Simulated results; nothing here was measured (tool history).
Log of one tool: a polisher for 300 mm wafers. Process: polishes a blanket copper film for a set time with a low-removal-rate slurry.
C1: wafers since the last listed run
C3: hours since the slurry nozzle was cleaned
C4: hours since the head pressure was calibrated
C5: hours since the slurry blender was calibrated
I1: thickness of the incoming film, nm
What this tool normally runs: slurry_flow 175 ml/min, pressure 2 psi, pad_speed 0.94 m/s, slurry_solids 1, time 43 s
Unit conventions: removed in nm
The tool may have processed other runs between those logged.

{"run": 1, "hour": 0.0, "slurry_flow": 175, "pressure": 2, "pad_speed": 0.78, "slurry_solids": 1, "time": 38, "C1": 0, "wafers polished on this pad": 1360, "C3": 111.4, "C4": 527.2, "C5": 88.4, "I1": 1394.3, "removed": 56.9}
{"run": 2, "hour": 27.4, "slurry_flow": 175, "pressure": 2, "pad_speed": 0.94, "slurry_solids": 1, "time": 43, "C1": 244, "wafers polished on this pad": 1605, "C3": 138.8, "C4": 554.6, "C5": 115.8, "I1": 1395.1, "removed": 75.1}
{"run": 3, "hour": 61.4, "slurry_flow": 175, "pressure": 2, "pad_speed": 0.94, "slurry_solids": 1, "time": 43, "C1": 303, "wafers polished on this pad": 1909, "C3": 172.8, "C4": 588.6, "C5": 149.8, "I1": 1384.6, "removed": 73}
{"hour": 84.3, "done": "worn pad replaced by a new one"}
{"run": 4, "hour": 90.6, "slurry_flow": 175, "pressure": 2, "pad_speed": 0.94, "slurry_solids": 1, "time": 43, "C1": 225, "wafers polished on this pad": 56, "C3": 202, "C4": 617.8, "C5": 179, "I1": 1382.9, "removed": 78.5}
{"run": 5, "hour": 107.3, "slurry_flow": 200, "pressure": 2, "pad_speed": 1.18, "slurry_solids": 1, "time": 53, "C1": 149, "wafers polished on this pad": 205, "C3": 218.7, "C4": 634.5, "C5": 195.7, "I1": 1393.7, "removed": 121.5}
{"hour": 120.0, "done": "head pressure recalibrated"}
{"hour": 132.7, "done": "slurry blender recalibrated"}
{"run": 6, "hour": 133.2, "slurry_flow": 175, "pressure": 2, "pad_speed": 0.84, "slurry_solids": 1, "time": 49, "C1": 195, "wafers polished on this pad": 401, "C3": 244.6, "C4": 13.2, "C5": 0.5, "I1": 1356, "removed": 80.2}
{"hour": 151.9, "done": "slurry nozzle cleaned"}
{"run": 7, "hour": 166.1, "slurry_flow": 175, "pressure": 1.3, "pad_speed": 0.94, "slurry_solids": 1, "time": 43, "C1": 285, "wafers polished on this pad": 686, "C3": 14.2, "C4": 46.1, "C5": 33.4, "I1": 1366.4, "removed": 59.2}
{"run": 8, "hour": 195.5, "slurry_flow": 175, "pressure": 1.5, "pad_speed": 0.94, "slurry_solids": 1.1, "time": 43, "C1": 262, "wafers polished on this pad": 949, "C3": 43.6, "C4": 75.5, "C5": 62.8, "I1": 1390.9, "removed": 64.9}
{"run": 9, "hour": 207.5, "slurry_flow": 150, "pressure": 2.6, "pad_speed": 0.94, "slurry_solids": 1.15, "time": 43, "C1": 107, "wafers polished on this pad": 1056, "C3": 55.6, "C4": 87.5, "C5": 74.8, "I1": 1384.4, "removed": 94.8}
{"run": 10, "hour": 219.7, "slurry_flow": 175, "pressure": 2, "pad_speed": 0.94, "slurry_solids": 1, "time": 43, "C1": 109, "wafers polished on this pad": 1165, "C3": 67.8, "C4": 99.7, "C5": 87, "I1": 1366, "removed": 76}
{"run": 11, "hour": 305.5, "slurry_flow": 175, "pressure": 2, "pad_speed": 0.94, "slurry_solids": 1, "time": 36, "C1": 766, "wafers polished on this pad": 1932, "C3": 153.6, "C4": 185.5, "C5": 172.8, "I1": 1393.8, "removed": 62.8}
{"hour": 311.9, "done": "worn pad replaced by a new one, of another model than before"}
{"run": 12, "hour": 325.4, "slurry_flow": 175, "pressure": 1.7, "pad_speed": 1.1, "slurry_solids": 0.9, "time": 49, "C1": 142, "wafers polished on this pad": 120, "C3": 173.5, "C4": 205.4, "C5": 192.7, "I1": 1380.7, "removed": 82.4}
{"run": 13, "hour": 348.9, "slurry_flow": 120, "pressure": 1.6, "pad_speed": 0.94, "slurry_solids": 1, "time": 33, "C1": 210, "wafers polished on this pad": 330, "C3": 197, "C4": 228.9, "C5": 216.2, "I1": 1355.4, "removed": 46.7}
{"hour": 352.8, "done": "slurry blender recalibrated"}
{"run": 14, "hour": 365.9, "slurry_flow": 155, "pressure": 1.8, "pad_speed": 0.74, "slurry_solids": 1, "time": 43, "C1": 134, "wafers polished on this pad": 464, "C3": 214, "C4": 245.9, "C5": 13.1, "I1": 1379.3, "removed": 61.8}
{"run": 15, "hour": 383.6, "slurry_flow": 175, "pressure": 2, "pad_speed": 0.94, "slurry_solids": 1, "time": 43, "C1": 158, "wafers polished on this pad": 622, "C3": 231.7, "C4": 263.6, "C5": 30.8, "I1": 1395.4, "removed": 77.9}
{"run": 16, "hour": 401.6, "slurry_flow": 175, "pressure": 2, "pad_speed": 0.72, "slurry_solids": 1.1, "time": 43, "C1": 160, "wafers polished on this pad": 783, "C3": 249.7, "C4": 281.6, "C5": 48.8, "I1": 1382.2, "removed": 70.6}
{"hour": 413.5, "done": "slurry nozzle cleaned"}
{"run": 17, "hour": 426.6, "slurry_flow": 175, "pressure": 2, "pad_speed": 0.94, "slurry_solids": 1.25, "time": 43, "C1": 214, "wafers polished on this pad": 997, "C3": 13.1, "C4": 306.6, "C5": 73.8, "I1": 1383.6, "removed": 81.5}
{"run": 18, "hour": 447.2, "slurry_flow": 175, "pressure": 2, "pad_speed": 0.94, "slurry_solids": 1, "time": 43, "C1": 184, "wafers polished on this pad": 1182, "C3": 33.7, "C4": 327.2, "C5": 94.4, "I1": 1358, "removed": 76.4}
{"run": 19, "hour": 459.8, "slurry_flow": 160, "pressure": 2.2, "pad_speed": 0.94, "slurry_solids": 0.9, "time": 33, "C1": 112, "wafers polished on this pad": 1294, "C3": 46.3, "C4": 339.8, "C5": 107, "I1": 1403, "removed": 62.7}
{"run": 20, "hour": 472.6, "slurry_flow": 175, "pressure": 2, "pad_speed": 0.94, "slurry_solids": 1, "time": 43, "C1": 114, "wafers polished on this pad": 1409, "C3": 59.1, "C4": 352.6, "C5": 119.8, "I1": 1372.9, "removed": 75.3}
{"run": 21, "hour": 486.7, "slurry_flow": 175, "pressure": 2, "pad_speed": 0.94, "slurry_solids": 1, "time": 43, "C1": 126, "wafers polished on this pad": 1535, "C3": 73.2, "C4": 366.7, "C5": 133.9, "I1": 1357.8, "removed": 77.6}
{"run": 22, "hour": 522.7, "slurry_flow": 175, "pressure": 2.6, "pad_speed": 0.94, "slurry_solids": 1.15, "time": 43, "C1": 321, "wafers polished on this pad": 1856, "C3": 109.2, "C4": 402.7, "C5": 169.9, "I1": 1389.7, "removed": 103}
{"run": 23, "hour": 540.1, "slurry_flow": 175, "pressure": 2.5, "pad_speed": 0.94, "slurry_solids": 1, "time": 43, "C1": 155, "wafers polished on this pad": 2012, "C3": 126.6, "C4": 420.1, "C5": 187.3, "I1": 1380.1, "removed": 94.2}
{"hour": 552.1, "done": "worn pad replaced by a new one"}
{"run": 24, "hour": 565.5, "slurry_flow": 175, "pressure": 1.8, "pad_speed": 0.94, "slurry_solids": 1, "time": 43, "C1": 191, "wafers polished on this pad": 119, "C3": 152, "C4": 445.5, "C5": 212.7, "I1": 1387.7, "removed": 71}
{"hour": 574.1, "done": "slurry blender recalibrated"}
{"run": 25, "hour": 580.3, "slurry_flow": 175, "pressure": 2, "pad_speed": 0.94, "slurry_solids": 1, "time": 50, "C1": 114, "wafers polished on this pad": 234, "C3": 166.8, "C4": 460.3, "C5": 6.2, "I1": 1371.2, "removed": 93.3}
{"run": 26, "hour": 612.6, "slurry_flow": 220, "pressure": 1.8, "pad_speed": 0.94, "slurry_solids": 1, "time": 37, "C1": 288, "wafers polished on this pad": 522, "C3": 199.1, "C4": 492.6, "C5": 38.5, "I1": 1404.9, "removed": 62.8}
{"run": 27, "hour": 640.1, "slurry_flow": 175, "pressure": 1.4, "pad_speed": 0.94, "slurry_solids": 1, "time": 52, "C1": 245, "wafers polished on this pad": 768, "C3": 226.6, "C4": 520.1, "C5": 66, "I1": 1371.9, "removed": 65.1}
{"run": 28, "hour": 653.6, "slurry_flow": 220, "pressure": 2, "pad_speed": 1.1, "slurry_solids": 1.1, "time": 43, "C1": 120, "wafers polished on this pad": 889, "C3": 240.1, "C4": 533.6, "C5": 79.5, "I1": 1390.9, "removed": 86.6}
{"run": 29, "hour": 683.1, "slurry_flow": 175, "pressure": 2, "pad_speed": 0.94, "slurry_solids": 1, "time": 43, "C1": 263, "wafers polished on this pad": 1152, "C3": 269.6, "C4": 563.1, "C5": 109, "I1": 1376, "removed": 77.8}

Describe how what the log doesn't record of the tool's condition differs between the last listed run preceding each entry between runs and the first listed run following it.
From run 3 to run 4: worn pad replaced by a new one (hour 84.3)
  removal rate lost through wear of the pad, %: 7.33 -> 0.372
  difference, measured minus the result without the unlogged condition, removed: -5.8 -> -0.3 nm
From run 5 to run 6: head pressure recalibrated (hour 120); slurry blender recalibrated (hour 132.7)
  removal rate lost through wear of the pad, %: 0.845 -> 1.58
  difference, measured minus the result without the unlogged condition, removed: -1 -> -1.3 nm
From run 6 to run 7: slurry nozzle cleaned (hour 151.9)
  removal rate lost through wear of the pad, %: 1.58 -> 2.51
  difference, measured minus the result without the unlogged condition, removed: -1.3 -> -1.6 nm
From run 11 to run 12: worn pad replaced by a new one, of another model than before (hour 311.9)
  removal rate lost through wear of the pad, %: 6.46 -> 0.535
  difference, measured minus the result without the unlogged condition, removed: -4.3 -> -0.4 nm
From run 13 to run 14: slurry blender recalibrated (hour 352.8)
  removal rate lost through wear of the pad, %: 1.2 -> 1.68
  difference, measured minus the result without the unlogged condition, removed: -0.5 -> -1.1 nm
From run 16 to run 17: slurry nozzle cleaned (hour 413.5)
  removal rate lost through wear of the pad, %: 2.69 -> 3.4
  difference, measured minus the result without the unlogged condition, removed: -1.9 -> -2.8 nm
From run 23 to run 24: worn pad replaced by a new one (hour 552.1)
  removal rate lost through wear of the pad, %: 6.61 -> 0.973
  difference, measured minus the result without the unlogged condition, removed: -6.7 -> -0.7 nm
From run 24 to run 25: slurry blender recalibrated (hour 574.1)
  removal rate lost through wear of the pad, %: 0.973 -> 1.39
  difference, measured minus the result without the unlogged condition, removed: -0.7 -> -1.3 nm
